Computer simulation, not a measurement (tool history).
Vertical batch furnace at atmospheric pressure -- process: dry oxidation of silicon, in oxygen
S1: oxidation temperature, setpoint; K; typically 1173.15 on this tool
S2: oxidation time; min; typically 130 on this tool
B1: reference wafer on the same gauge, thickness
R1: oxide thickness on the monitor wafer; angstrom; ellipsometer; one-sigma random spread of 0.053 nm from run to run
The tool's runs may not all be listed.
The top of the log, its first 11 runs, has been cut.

| run | hour | S1 | S2 | B1 | R1 |
|---|---|---|---|---|---|
| 12 | 252 | 1162.15 | 168.5 | 28.88 | 329.4 |
|  | 281 | boat lift adjusted |
| 13 | 281.5 | 1162.15 | 168.5 | 28.9 | 342.9 |
| 14 | 294.4 | 1173.15 | 81.5 | 28.88 | 237.6 |
| 15 | 311.7 | 1168.15 | 130 | 28.93 | 306.3 |
| 16 | 326.6 | 1168.15 | 130 | 28.91 | 305.5 |
| 17 | 346.9 | 1168.15 | 130 | 28.91 | 307.8 |
| 18 | 371.2 | 1164.15 | 130 | 28.88 | 293.6 |
| 19 | 384.9 | 1173.15 | 130 | 28.91 | 322.7 |
|  | 430.2 | thermocouples replaced and temperature profile calibrated |
| 20 | 430.7 | 1159.15 | 111.5 | 28.88 | 252.3 |
| 21 | 437.4 | 1197.15 | 180 | 28.92 | 524.1 |
| 22 | 450 | 1150.15 | 130 | 28.89 | 253 |
| 23 | 473.2 | 1193.15 | 185.5 | 28.9 | 513.6 |
| 24 | 500.4 | 1173.15 | 88 | 28.91 | 249.3 |
| 25 | 522.4 | 1190.15 | 176.5 | 28.9 | 478.6 |
| 26 | 548.3 | 1194.15 | 181.5 | 28.9 | 512 |
|  | 552.8 | gauge calibrated |
| 27 | 558 | 1198.15 | 68 | 28.92 | 268.5 |
| 28 | 597.1 | 1173.15 | 146.5 | 28.93 | 350.2 |
| 29 | 615 | 1173.15 | 130 | 28.93 | 323 |
| 30 | 641.7 | 1152.15 | 89 | 28.93 | 202.5 |
| 31 | 668.5 | 1173.15 | 175.5 | 28.9 | 396.9 |
| 32 | 696.5 | 1191.15 | 147 | 28.91 | 426.8 |
| 33 | 706.8 | 1173.15 | 146.5 | 28.91 | 349.5 |
| 34 | 730 | 1160.15 | 108.5 | 28.91 | 249.9 |
| 35 | 744.8 | 1150.15 | 130 | 28.89 | 253.9 |

5 ways to go on from here, each from the tool as it stands after run 35. What would each give?
| A | 751.5 | 1173.15 | 130 | ? | ? |
| B | 751.5 | 1153.15 | 155 | ? | ? |
| C | 751.5 | 1162.15 | 184 | ? | ? |
| D | 751.5 | 1163.15 | 102.5 | ? | ? |
| E | 751.5 | 1195.15 | 165.5 | ? | ? |

| run | B1 | R1 |
|---|---|---|
| A | 28.88 | 323 |
| B | 28.88 | 294.2 |
| C | 28.88 | 364.1 |
| D | 28.88 | 248.5 |
| E | 28.88 | 483.4 |
Without the tool's unlogged condition, the same runs would have read:
| run | R1 |
|---|---|
| A | 324.1 |
| B | 295.2 |
| C | 365.3 |
| D | 249.3 |
| E | 485 |
